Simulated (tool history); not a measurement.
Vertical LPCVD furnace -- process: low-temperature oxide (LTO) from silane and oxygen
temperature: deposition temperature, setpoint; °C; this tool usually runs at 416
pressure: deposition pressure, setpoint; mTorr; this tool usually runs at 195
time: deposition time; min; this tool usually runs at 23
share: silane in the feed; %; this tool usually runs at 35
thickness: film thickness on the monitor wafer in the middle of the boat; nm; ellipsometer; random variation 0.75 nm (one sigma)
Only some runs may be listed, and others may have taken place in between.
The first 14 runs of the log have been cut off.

run,hour,temperature,pressure,time,share,"read-back reference wafer on the same gauge, thickness",thickness
15,1137.1,405,180,26,32,169.12,161.77
16,1180.8,422,175,25.5,35,168.91,212.02
17,1225.2,416,240,30.5,31,169.03,278.61
18,1310.7,412,175,23,40,169.05,202.6
19,1360.2,416,195,23,35,168.91,199.62
20,1456,416,235,29,35,169.04,302.01
21,1558.1,411,195,25.5,32,169.03,187.05
# hour 1593.3: gauge calibrated
22,1621.6,416,180,23,35,169.02,186.57
23,1711.6,416,165,23,35,168.76,171.15
24,1772.3,416,225,23,35,168.91,232.34
25,1872.4,416,195,23,32,169.04,179.48
26,1939.2,425,235,23,35,169.02,265.94
27,1981.3,416,185,23,41,169.03,232.21
28,2072.1,416,195,23,35,168.85,201.93
29,2145.5,416,195,23,35,168.98,201.66
30,2195.7,416,195,23,30,168.93,164.17

What if the next run were any one of these 5? Each begins from the tool's condition after run 30:
A,2200.2,416,195,16,35,?,?
B,2200.2,416,235,23,30,?,?
C,2200.2,420,175,27.5,38,?,?
D,2200.2,416,235,23,35,?,?
E,2200.2,425,195,14.5,35,?,?

run,"read-back reference wafer on the same gauge, thickness",thickness
A,169.19,140.89
B,169.19,197.16
C,169.19,251.74
D,169.19,243.02
E,169.19,140.46
With no hidden state in the tool, these same runs would have given:
run,thickness
A,137.33
B,193.01
C,244.66
D,237.9
E,136.91

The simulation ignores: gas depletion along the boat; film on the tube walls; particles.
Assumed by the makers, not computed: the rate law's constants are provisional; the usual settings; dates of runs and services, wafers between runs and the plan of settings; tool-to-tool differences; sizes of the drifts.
